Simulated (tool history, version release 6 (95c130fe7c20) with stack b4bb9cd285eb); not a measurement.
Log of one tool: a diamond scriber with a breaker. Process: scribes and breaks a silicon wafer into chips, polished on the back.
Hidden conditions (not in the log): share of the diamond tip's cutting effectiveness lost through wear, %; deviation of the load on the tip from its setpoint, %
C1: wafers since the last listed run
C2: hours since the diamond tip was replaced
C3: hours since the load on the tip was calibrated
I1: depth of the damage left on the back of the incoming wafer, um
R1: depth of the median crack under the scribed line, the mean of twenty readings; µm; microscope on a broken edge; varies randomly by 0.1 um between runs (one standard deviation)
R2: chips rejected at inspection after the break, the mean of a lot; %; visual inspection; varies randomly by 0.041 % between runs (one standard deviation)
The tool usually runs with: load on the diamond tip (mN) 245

run 1 hour=0 | load_on_the_diamond_tip_(mN)=298 | C1=0 C2=154.5 C3=1298.2 | I1=0.05 | R1=11.74 R2=1.24
run 2 hour=29.6 | load_on_the_diamond_tip_(mN)=298 | C1=59 C2=184.1 C3=1327.8 | I1=0.03 | R1=11.58 R2=1.11
run 3 hour=53.2 | load_on_the_diamond_tip_(mN)=245 | C1=47 C2=207.7 C3=1351.4 | I1=0.03 | R1=10.58 R2=2.1
run 4 hour=74.5 | load_on_the_diamond_tip_(mN)=245 | C1=42 C2=229 C3=1372.7 | I1=0.03 | R1=10.32 R2=2.21
run 5 hour=102.1 | load_on_the_diamond_tip_(mN)=245 | C1=55 C2=256.6 C3=1400.3 | I1=0.05 | R1=10.29 R2=2.61
run 6 hour=127.2 | load_on_the_diamond_tip_(mN)=245 | C1=50 C2=281.7 C3=1425.4 | I1=0.04 | R1=10.32 R2=3
run 7 hour=145.7 | load_on_the_diamond_tip_(mN)=194 | C1=37 C2=300.2 C3=1443.9 | I1=0.03 | R1=8.95 R2=12.7
run 8 hour=169.2 | load_on_the_diamond_tip_(mN)=245 | C1=47 C2=323.7 C3=1467.4 | I1=0.02 | R1=10.28 R2=3.02
run 9 hour=186.5 | load_on_the_diamond_tip_(mN)=245 | C1=34 C2=341 C3=1484.7 | I1=0.02 | R1=10.25 R2=3.55
run 10 hour=210.4 | load_on_the_diamond_tip_(mN)=245 | C1=48 C2=364.9 C3=1508.6 | I1=0.04 | R1=10.11 R2=3.79
run 11 hour=229.4 | load_on_the_diamond_tip_(mN)=245 | C1=38 C2=383.9 C3=1527.6 | I1=0.04 | R1=10.19 R2=4.23
run 12 hour=257 | load_on_the_diamond_tip_(mN)=245 | C1=55 C2=411.5 C3=1555.2 | I1=0.04 | R1=9.94 R2=4.52
run 13 hour=287.1 | load_on_the_diamond_tip_(mN)=245 | C1=60 C2=441.6 C3=1585.3 | I1=0.03 | R1=10.02 R2=4.64
run 14 hour=321.3 | load_on_the_diamond_tip_(mN)=301 | C1=68 C2=475.8 C3=1619.5 | I1=0.01 | R1=10.97 R2=0.82
run 15 hour=333.8 | load_on_the_diamond_tip_(mN)=200 | C1=25 C2=488.3 C3=1632 | I1=0.02 | R1=8.94 R2=16.14
run 16 hour=359.2 | load_on_the_diamond_tip_(mN)=245 | C1=51 C2=513.7 C3=1657.4 | I1=0.02 | R1=9.8 R2=6.64
-- hour=366.2 diamond tip replaced by a new one
run 17 hour=380.2 | load_on_the_diamond_tip_(mN)=284 | C1=38 C2=14 C3=1678.4 | I1=0.04 | R1=11.52 R2=0.72
run 18 hour=402.7 | load_on_the_diamond_tip_(mN)=284 | C1=45 C2=36.5 C3=1700.9 | I1=0.02 | R1=11.21 R2=0.68
run 19 hour=436 | load_on_the_diamond_tip_(mN)=245 | C1=66 C2=69.8 C3=1734.2 | I1=0.05 | R1=10.43 R2=2.84
run 20 hour=452 | load_on_the_diamond_tip_(mN)=245 | C1=32 C2=85.8 C3=1750.2 | I1=0.03 | R1=10.49 R2=2.45
run 21 hour=465.8 | load_on_the_diamond_tip_(mN)=175 | C1=27 C2=99.6 C3=1764 | I1=0.05 | R1=8.72 R2=17.57
run 22 hour=490.3 | load_on_the_diamond_tip_(mN)=201 | C1=49 C2=124.1 C3=1788.5 | I1=0.03 | R1=9.22 R2=12.08
run 23 hour=514 | load_on_the_diamond_tip_(mN)=220 | C1=47 C2=147.8 C3=1812.2 | I1=0.03 | R1=9.52 R2=7.42
run 24 hour=545.6 | load_on_the_diamond_tip_(mN)=184 | C1=63 C2=179.4 C3=1843.8 | I1=0.05 | R1=8.83 R2=17.46
run 25 hour=569.6 | load_on_the_diamond_tip_(mN)=283 | C1=48 C2=203.4 C3=1867.8 | I1=0.02 | R1=11.07 R2=1.06
run 26 hour=591.8 | load_on_the_diamond_tip_(mN)=245 | C1=44 C2=225.6 C3=1890 | I1=0.02 | R1=9.96 R2=4.51
-- hour=605.1 load on the tip recalibrated
run 27 hour=609.4 | load_on_the_diamond_tip_(mN)=274 | C1=31 C2=243.2 C3=4.3 | I1=0.01 | R1=11.82 R2=0.9
run 28 hour=633.6 | load_on_the_diamond_tip_(mN)=305 | C1=48 C2=267.4 C3=28.5 | I1=0.04 | R1=12.42 R2=2.66
run 29 hour=661.3 | load_on_the_diamond_tip_(mN)=245 | C1=55 C2=295.1 C3=56.2 | I1=0.05 | R1=10.77 R2=1.08
run 30 hour=687 | load_on_the_diamond_tip_(mN)=305 | C1=51 C2=320.8 C3=81.9 | I1=0.01 | R1=12.33 R2=2.57
run 31 hour=704.1 | load_on_the_diamond_tip_(mN)=219 | C1=34 C2=337.9 C3=99 | I1=0.03 | R1=10.15 R2=3.81
run 32 hour=738.4 | load_on_the_diamond_tip_(mN)=245 | C1=68 C2=372.2 C3=133.3 | I1=0.01 | R1=10.77 R2=1.23
run 33 hour=786.3 | load_on_the_diamond_tip_(mN)=209 | C1=96 C2=420.1 C3=181.2 | I1=0.03 | R1=9.8 R2=5.58
run 34 hour=813.4 | load_on_the_diamond_tip_(mN)=179 | C1=54 C2=447.2 C3=208.3 | I1=0.04 | R1=9.02 R2=13.44
run 35 hour=879.8 | load_on_the_diamond_tip_(mN)=277 | C1=133 C2=513.6 C3=274.7 | I1=0.02 | R1=11.33 R2=0.61
run 36 hour=897.9 | load_on_the_diamond_tip_(mN)=273 | C1=36 C2=531.7 C3=292.8 | I1=0.03 | R1=11.29 R2=0.7
run 37 hour=913.3 | load_on_the_diamond_tip_(mN)=226 | C1=30 C2=547.1 C3=308.2 | I1=0.04 | R1=9.85 R2=4.94
-- hour=930.5 diamond tip replaced by a new one
run 38 hour=945.7 | load_on_the_diamond_tip_(mN)=203 | C1=61 C2=15.2 C3=340.6 | I1=0.04 | R1=10.22 R2=3.53
run 39 hour=1032.8 | load_on_the_diamond_tip_(mN)=225 | C1=174 C2=102.3 C3=427.7 | I1=0.02 | R1=10.63 R2=1.57
run 40 hour=1047.4 | load_on_the_diamond_tip_(mN)=245 | C1=29 C2=116.9 C3=442.3 | I1=0.01 | R1=11.13 R2=0.78

A few steps of R1 between consecutive runs. Split each: what settings, incoming material and random variation would produce without the hidden state, and what is left over for the hidden state, along with gauge scatter present in only one of the two compared results (measured, and without hidden state):
Run 16 -> 17: load on the diamond tip (mN) 245 -> 284, diamond tip replaced by a new one. R1 +1.72 µm: hidden state +0.65, all else +1.07.
Run 24 -> 25: load on the diamond tip (mN) 184 -> 283. R1 +2.24 µm: hidden state -0.31, all else +2.55.
Run 26 -> 27: load on the diamond tip (mN) 245 -> 274, load on the tip recalibrated. R1 +1.86 µm: hidden state +0.83, all else +1.03.
Run 30 -> 31: load on the diamond tip (mN) 305 -> 219. R1 -2.18 µm: hidden state +0.06, all else -2.24.
Run 34 -> 35: load on the diamond tip (mN) 179 -> 277. R1 +2.31 µm: hidden state -0.26, all else +2.57.
Run 37 -> 38: load on the diamond tip (mN) 226 -> 203, diamond tip replaced by a new one. R1 +0.37 µm: hidden state +0.78, all else -0.41.

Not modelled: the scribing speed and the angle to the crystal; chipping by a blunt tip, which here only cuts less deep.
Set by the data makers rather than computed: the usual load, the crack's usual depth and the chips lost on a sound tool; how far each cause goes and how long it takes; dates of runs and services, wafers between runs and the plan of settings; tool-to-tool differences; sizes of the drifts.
